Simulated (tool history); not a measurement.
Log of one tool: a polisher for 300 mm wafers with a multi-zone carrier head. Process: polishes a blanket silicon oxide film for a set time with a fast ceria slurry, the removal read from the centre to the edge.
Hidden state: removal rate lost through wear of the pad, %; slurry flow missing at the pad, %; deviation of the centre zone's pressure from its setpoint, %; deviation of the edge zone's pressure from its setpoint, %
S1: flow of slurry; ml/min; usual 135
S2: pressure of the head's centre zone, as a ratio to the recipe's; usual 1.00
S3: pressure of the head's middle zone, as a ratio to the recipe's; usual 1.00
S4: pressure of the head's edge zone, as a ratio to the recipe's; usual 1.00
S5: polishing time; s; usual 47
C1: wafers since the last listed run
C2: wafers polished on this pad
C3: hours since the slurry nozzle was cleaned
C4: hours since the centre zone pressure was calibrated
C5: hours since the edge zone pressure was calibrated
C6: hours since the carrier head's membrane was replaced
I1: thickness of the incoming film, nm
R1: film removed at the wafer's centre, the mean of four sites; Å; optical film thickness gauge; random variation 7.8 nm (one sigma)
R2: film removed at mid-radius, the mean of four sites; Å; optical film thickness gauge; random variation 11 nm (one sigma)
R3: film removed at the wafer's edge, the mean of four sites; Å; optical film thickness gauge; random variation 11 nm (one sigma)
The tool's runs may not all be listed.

| run | hour | S1 | S2 | S3 | S4 | S5 | C1 | C2 | C3 | C4 | C5 | C6 | I1 | R1 | R2 | R3 |
|---|---|---|---|---|---|---|---|---|---|---|---|---|---|---|---|---|
| 1 | 0.0 | 135 | 1.00 | 1.00 | 1.07 | 47 | 0 | 466 | 484.3 | 329.4 | 270.6 | 1244.0 | 2258.0 | 7955 | 7599 | 8008 |
| 2 | 42.9 | 135 | 1.00 | 1.00 | 1.09 | 47 | 593 | 1059 | 527.2 | 372.3 | 313.5 | 1286.9 | 2243.0 | 7826 | 7700 | 8070 |
| 3 | 98.8 | 135 | 1.00 | 1.00 | 1.09 | 47 | 773 | 1832 | 583.1 | 428.2 | 369.4 | 1342.8 | 2290.6 | 7700 | 7585 | 7896 |
| 4 | 154.2 | 135 | 1.00 | 1.00 | 1.09 | 47 | 766 | 2599 | 638.5 | 483.6 | 424.8 | 1398.2 | 2253.0 | 7281 | 7218 | 7480 |
|  | 187.4 | worn pad replaced by a new one |
| 5 | 213.1 | 135 | 1.00 | 1.00 | 1.00 | 47 | 759 | 356 | 697.4 | 542.5 | 483.7 | 1457.1 | 2251.5 | 7834 | 7825 | 8107 |
|  | 221.3 | slurry nozzle cleaned |
|  | 236.7 | carrier head's membrane replaced by a new one |
| 6 | 243.4 | 135 | 1.00 | 1.00 | 1.00 | 47 | 336 | 692 | 22.1 | 572.8 | 514.0 | 6.7 | 2271.9 | 7946 | 7834 | 7940 |
| 7 | 272.3 | 135 | 1.00 | 1.00 | 1.00 | 47 | 399 | 1091 | 51.0 | 601.7 | 542.9 | 35.6 | 2233.7 | 7808 | 7742 | 7793 |
| 8 | 296.4 | 135 | 1.00 | 1.00 | 1.00 | 47 | 333 | 1425 | 75.1 | 625.8 | 567.0 | 59.7 | 2256.1 | 7947 | 7789 | 7735 |
| 9 | 354.2 | 110 | 1.00 | 1.00 | 1.10 | 47 | 799 | 2224 | 132.9 | 683.6 | 624.8 | 117.5 | 2242.8 | 7103 | 7115 | 7628 |
| 10 | 380.8 | 135 | 1.00 | 1.00 | 1.00 | 47 | 367 | 2592 | 159.5 | 710.2 | 651.4 | 144.1 | 2269.2 | 7331 | 7271 | 7516 |
|  | 401.7 | worn pad replaced by a new one |
|  | 426.1 | edge zone pressure recalibrated |
| 11 | 426.7 | 95 | 0.96 | 0.96 | 1.00 | 47 | 551 | 318 | 205.4 | 756.1 | 0.6 | 190.0 | 2263.8 | 6846 | 6787 | 7459 |
| 12 | 463.8 | 135 | 1.00 | 1.07 | 0.97 | 47 | 513 | 831 | 242.5 | 793.2 | 37.7 | 227.1 | 2269.9 | 7941 | 8047 | 7756 |
| 13 | 492.9 | 135 | 1.00 | 1.04 | 0.92 | 47 | 402 | 1234 | 271.6 | 822.3 | 66.8 | 256.2 | 2292.4 | 7833 | 7865 | 7403 |
|  | 520.3 | centre zone pressure recalibrated |
| 14 | 548.9 | 135 | 1.00 | 1.00 | 1.00 | 47 | 746 | 1981 | 327.6 | 28.6 | 122.8 | 312.2 | 2279.9 | 7658 | 7296 | 7742 |
| 15 | 609.9 | 95 | 1.00 | 1.11 | 0.94 | 63 | 843 | 2824 | 388.6 | 89.6 | 183.8 | 373.2 | 2273.7 | 8786 | 9471 | 8996 |
|  | 632.3 | worn pad replaced by a new one |
| 16 | 651.0 | 135 | 1.00 | 1.00 | 1.00 | 47 | 513 | 258 | 429.7 | 130.7 | 224.9 | 414.3 | 2257.5 | 8035 | 8141 | 8152 |
| 17 | 703.2 | 115 | 1.00 | 1.00 | 1.06 | 59 | 722 | 980 | 481.9 | 182.9 | 277.1 | 466.5 | 2268.0 | 9664 | 9500 | 10059 |
| 18 | 758.9 | 110 | 1.08 | 0.90 | 1.00 | 38 | 770 | 1750 | 537.6 | 238.6 | 332.8 | 522.2 | 2245.9 | 6353 | 5480 | 6012 |
| 19 | 829.4 | 120 | 0.94 | 1.08 | 1.00 | 47 | 975 | 2725 | 608.1 | 309.1 | 403.3 | 592.7 | 2289.6 | 6825 | 7735 | 7348 |
|  | 852.1 | slurry nozzle cleaned |
|  | 882.4 | worn pad replaced by a new one |
| 20 | 884.5 | 135 | 0.90 | 0.91 | 0.90 | 33 | 692 | 28 | 32.4 | 364.2 | 458.4 | 647.8 | 2267.1 | 5137 | 5035 | 5338 |
| 21 | 913.2 | 135 | 1.00 | 1.00 | 1.00 | 47 | 396 | 425 | 61.1 | 392.9 | 487.1 | 676.5 | 2301.7 | 8114 | 7774 | 7962 |
| 22 | 959.5 | 135 | 1.00 | 1.00 | 1.00 | 39 | 640 | 1066 | 107.4 | 439.2 | 533.4 | 722.8 | 2253.8 | 6599 | 6434 | 6548 |

The same runs without the tool's hidden state, with the same run-to-run variation:
| run | R1 | R2 | R3 |
|---|---|---|---|
| 1 | 8123 | 7760 | 8178 |
| 2 | 8056 | 7927 | 8307 |
| 3 | 8087 | 7967 | 8294 |
| 4 | 7892 | 7824 | 8108 |
| 5 | 7936 | 7927 | 8213 |
| 6 | 8083 | 7970 | 8077 |
| 7 | 7998 | 7931 | 7983 |
| 8 | 8206 | 8043 | 7987 |
| 9 | 7541 | 7553 | 8098 |
| 10 | 7916 | 7852 | 8116 |
| 11 | 6975 | 6915 | 7599 |
| 12 | 8135 | 8244 | 7946 |
| 13 | 8086 | 8119 | 7641 |
| 14 | 8090 | 7708 | 8179 |
| 15 | 9649 | 10401 | 9879 |
| 16 | 8082 | 8189 | 8200 |
| 17 | 9797 | 9631 | 10198 |
| 18 | 6562 | 5661 | 6210 |
| 19 | 7336 | 8315 | 7899 |
| 20 | 5187 | 5083 | 5390 |
| 21 | 8205 | 7862 | 8051 |
| 22 | 6729 | 6562 | 6678 |
